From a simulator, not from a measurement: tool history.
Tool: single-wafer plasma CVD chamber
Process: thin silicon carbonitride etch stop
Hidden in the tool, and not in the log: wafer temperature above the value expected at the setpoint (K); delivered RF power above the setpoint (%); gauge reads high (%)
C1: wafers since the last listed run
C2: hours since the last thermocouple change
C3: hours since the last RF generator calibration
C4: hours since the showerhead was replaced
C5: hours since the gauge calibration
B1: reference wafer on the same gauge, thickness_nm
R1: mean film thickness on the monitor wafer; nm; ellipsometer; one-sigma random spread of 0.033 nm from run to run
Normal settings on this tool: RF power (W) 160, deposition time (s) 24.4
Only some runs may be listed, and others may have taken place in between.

{"run": 1, "hour": 0.0, "RF power (W)": 160, "deposition time (s)": 24.4, "C1": 0, "C2": 914.7, "C3": 1871.3, "C4": 5840.5, "C5": 577.2, "B1": 10.306, "R1": 11.634}
{"run": 2, "hour": 17.1, "RF power (W)": 160, "deposition time (s)": 24.4, "C1": 716, "C2": 931.8, "C3": 1888.4, "C4": 5857.6, "C5": 594.3, "B1": 10.291, "R1": 11.559}
{"run": 3, "hour": 50.8, "RF power (W)": 160, "deposition time (s)": 24.4, "C1": 1412, "C2": 965.5, "C3": 1922.1, "C4": 5891.3, "C5": 628, "B1": 10.299, "R1": 11.661}
{"run": 4, "hour": 64.7, "RF power (W)": 160, "deposition time (s)": 24.4, "C1": 582, "C2": 979.4, "C3": 1936, "C4": 5905.2, "C5": 641.9, "B1": 10.297, "R1": 11.634}
{"run": 5, "hour": 80.5, "RF power (W)": 160, "deposition time (s)": 24.4, "C1": 662, "C2": 995.2, "C3": 1951.8, "C4": 5921, "C5": 657.7, "B1": 10.312, "R1": 11.637}
{"run": 6, "hour": 116.5, "RF power (W)": 160, "deposition time (s)": 24.4, "C1": 1509, "C2": 1031.2, "C3": 1987.8, "C4": 5957, "C5": 693.7, "B1": 10.304, "R1": 11.592}
{"run": 7, "hour": 140.2, "RF power (W)": 160, "deposition time (s)": 24.4, "C1": 993, "C2": 1054.9, "C3": 2011.5, "C4": 5980.7, "C5": 717.4, "B1": 10.298, "R1": 11.607}
{"run": 8, "hour": 157.7, "RF power (W)": 160, "deposition time (s)": 24.4, "C1": 733, "C2": 1072.4, "C3": 2029, "C4": 5998.2, "C5": 734.9, "B1": 10.306, "R1": 11.588}
{"hour": 168.4, "done": "thermocouple changed; heater temperature recalibrated"}
{"run": 9, "hour": 178.3, "RF power (W)": 175, "deposition time (s)": 26.3, "C1": 528, "C2": 9.9, "C3": 2049.6, "C4": 6018.8, "C5": 755.5, "B1": 10.299, "R1": 12.966}
{"run": 10, "hour": 208.7, "RF power (W)": 160, "deposition time (s)": 24.4, "C1": 1274, "C2": 40.3, "C3": 2080, "C4": 6049.2, "C5": 785.9, "B1": 10.289, "R1": 11.564}
{"run": 11, "hour": 230.0, "RF power (W)": 175, "deposition time (s)": 24.4, "C1": 893, "C2": 61.6, "C3": 2101.3, "C4": 6070.5, "C5": 807.2, "B1": 10.298, "R1": 11.983}
{"run": 12, "hour": 244.4, "RF power (W)": 175, "deposition time (s)": 24.4, "C1": 603, "C2": 76, "C3": 2115.7, "C4": 6084.9, "C5": 821.6, "B1": 10.291, "R1": 11.965}
{"hour": 270.7, "done": "RF generator calibrated"}
{"run": 13, "hour": 271.2, "RF power (W)": 175, "deposition time (s)": 24.4, "C1": 788, "C2": 102.8, "C3": 0.5, "C4": 6111.7, "C5": 848.4, "B1": 10.293, "R1": 11.691}
{"run": 14, "hour": 287.0, "RF power (W)": 145, "deposition time (s)": 26.7, "C1": 662, "C2": 118.6, "C3": 16.3, "C4": 6127.5, "C5": 864.2, "B1": 10.299, "R1": 11.898}
{"run": 15, "hour": 311.9, "RF power (W)": 160, "deposition time (s)": 23, "C1": 1043, "C2": 143.5, "C3": 41.2, "C4": 6152.4, "C5": 889.1, "B1": 10.293, "R1": 10.669}
{"run": 16, "hour": 334.5, "RF power (W)": 185, "deposition time (s)": 24.4, "C1": 947, "C2": 166.1, "C3": 63.8, "C4": 6175, "C5": 911.7, "B1": 10.302, "R1": 11.972}
{"run": 17, "hour": 365.0, "RF power (W)": 160, "deposition time (s)": 27.1, "C1": 1278, "C2": 196.6, "C3": 94.3, "C4": 6205.5, "C5": 942.2, "B1": 10.302, "R1": 12.58}
{"run": 18, "hour": 383.4, "RF power (W)": 170, "deposition time (s)": 20.2, "C1": 771, "C2": 215, "C3": 112.7, "C4": 6223.9, "C5": 960.6, "B1": 10.298, "R1": 9.584}
{"run": 19, "hour": 407.5, "RF power (W)": 145, "deposition time (s)": 27, "C1": 1010, "C2": 239.1, "C3": 136.8, "C4": 6248, "C5": 984.7, "B1": 10.299, "R1": 11.992}
{"run": 20, "hour": 431.3, "RF power (W)": 160, "deposition time (s)": 24.4, "C1": 997, "C2": 262.9, "C3": 160.6, "C4": 6271.8, "C5": 1008.5, "B1": 10.293, "R1": 11.359}
{"hour": 465.4, "done": "RF generator calibrated, repeated, since the last time left the tool worse"}
{"run": 21, "hour": 465.9, "RF power (W)": 190, "deposition time (s)": 22.1, "C1": 1115, "C2": 297.5, "C3": 0.5, "C4": 6306.4, "C5": 1043.1, "B1": 10.311, "R1": 11.424}
{"run": 22, "hour": 481.0, "RF power (W)": 135, "deposition time (s)": 26.1, "C1": 633, "C2": 312.6, "C3": 15.6, "C4": 6321.5, "C5": 1058.2, "B1": 10.306, "R1": 11.79}
{"run": 23, "hour": 497.9, "RF power (W)": 135, "deposition time (s)": 28.6, "C1": 708, "C2": 329.5, "C3": 32.5, "C4": 6338.4, "C5": 1075.1, "B1": 10.296, "R1": 12.943}
{"run": 24, "hour": 532.7, "RF power (W)": 160, "deposition time (s)": 22.5, "C1": 1459, "C2": 364.3, "C3": 67.3, "C4": 6373.2, "C5": 1109.9, "B1": 10.3, "R1": 10.885}
{"run": 25, "hour": 545.3, "RF power (W)": 160, "deposition time (s)": 24.4, "C1": 528, "C2": 376.9, "C3": 79.9, "C4": 6385.8, "C5": 1122.5, "B1": 10.296, "R1": 11.836}
{"run": 26, "hour": 560.8, "RF power (W)": 190, "deposition time (s)": 20.8, "C1": 649, "C2": 392.4, "C3": 95.4, "C4": 6401.3, "C5": 1138, "B1": 10.289, "R1": 10.747}
{"hour": 565.3, "done": "gauge calibrated"}
{"hour": 571.6, "done": "showerhead replaced"}
{"run": 27, "hour": 580.0, "RF power (W)": 160, "deposition time (s)": 24.4, "C1": 469, "C2": 411.6, "C3": 114.6, "C4": 8.4, "C5": 14.7, "B1": 10.3, "R1": 11.766}
{"run": 28, "hour": 592.8, "RF power (W)": 160, "deposition time (s)": 19.9, "C1": 536, "C2": 424.4, "C3": 127.4, "C4": 21.2, "C5": 27.5, "B1": 10.302, "R1": 9.631}
{"run": 29, "hour": 609.6, "RF power (W)": 135, "deposition time (s)": 22.9, "C1": 704, "C2": 441.2, "C3": 144.2, "C4": 38, "C5": 44.3, "B1": 10.304, "R1": 10.419}
{"run": 30, "hour": 639.8, "RF power (W)": 145, "deposition time (s)": 20.5, "C1": 1266, "C2": 471.4, "C3": 174.4, "C4": 68.2, "C5": 74.5, "B1": 10.298, "R1": 9.584}
{"run": 31, "hour": 667.7, "RF power (W)": 160, "deposition time (s)": 24.4, "C1": 1169, "C2": 499.3, "C3": 202.3, "C4": 96.1, "C5": 102.4, "B1": 10.294, "R1": 11.766}
{"run": 32, "hour": 697.4, "RF power (W)": 160, "deposition time (s)": 24.4, "C1": 1245, "C2": 529, "C3": 232, "C4": 125.8, "C5": 132.1, "B1": 10.313, "R1": 11.82}
{"run": 33, "hour": 720.9, "RF power (W)": 160, "deposition time (s)": 24.4, "C1": 985, "C2": 552.5, "C3": 255.5, "C4": 149.3, "C5": 155.6, "B1": 10.307, "R1": 11.828}
{"run": 34, "hour": 735.3, "RF power (W)": 145, "deposition time (s)": 24.4, "C1": 603, "C2": 566.9, "C3": 269.9, "C4": 163.7, "C5": 170, "B1": 10.299, "R1": 11.328}
{"run": 35, "hour": 769.1, "RF power (W)": 190, "deposition time (s)": 19.9, "C1": 1417, "C2": 600.7, "C3": 303.7, "C4": 197.5, "C5": 203.8, "B1": 10.297, "R1": 10.359}
{"run": 36, "hour": 796.9, "RF power (W)": 145, "deposition time (s)": 27, "C1": 1165, "C2": 628.5, "C3": 331.5, "C4": 225.3, "C5": 231.6, "B1": 10.303, "R1": 12.592}

Hidden state at the last listed run before each entry between runs and at the first one after, where it differs:
Logged between run 8 and run 9: thermocouple changed; heater temperature recalibrated (hour 168.4)
  delivered RF power above the setpoint (%): -4.76 -> -4.85
  difference, measured minus the result without the unlogged condition, R1: -0.224 -> -0.256 nm
Logged between run 12 and run 13: RF generator calibrated (hour 270.7)
  delivered RF power above the setpoint (%): -5.13 -> -10.4
  difference, measured minus the result without the unlogged condition, R1: -0.25 -> -0.518 nm
Logged between run 20 and run 21: RF generator calibrated, repeated, since the last time left the tool worse (hour 465.4)
  delivered RF power above the setpoint (%): -10.4 -> -0.0264
  difference, measured minus the result without the unlogged condition, R1: -0.505 -> -0.001 nm
Logged between run 26 and run 27: gauge calibrated (hour 565.3); showerhead replaced (hour 571.6)
  delivered RF power above the setpoint (%): -0.0358 -> -0.0399
  difference, measured minus the result without the unlogged condition, R1: -0.002 -> -0.002 nm
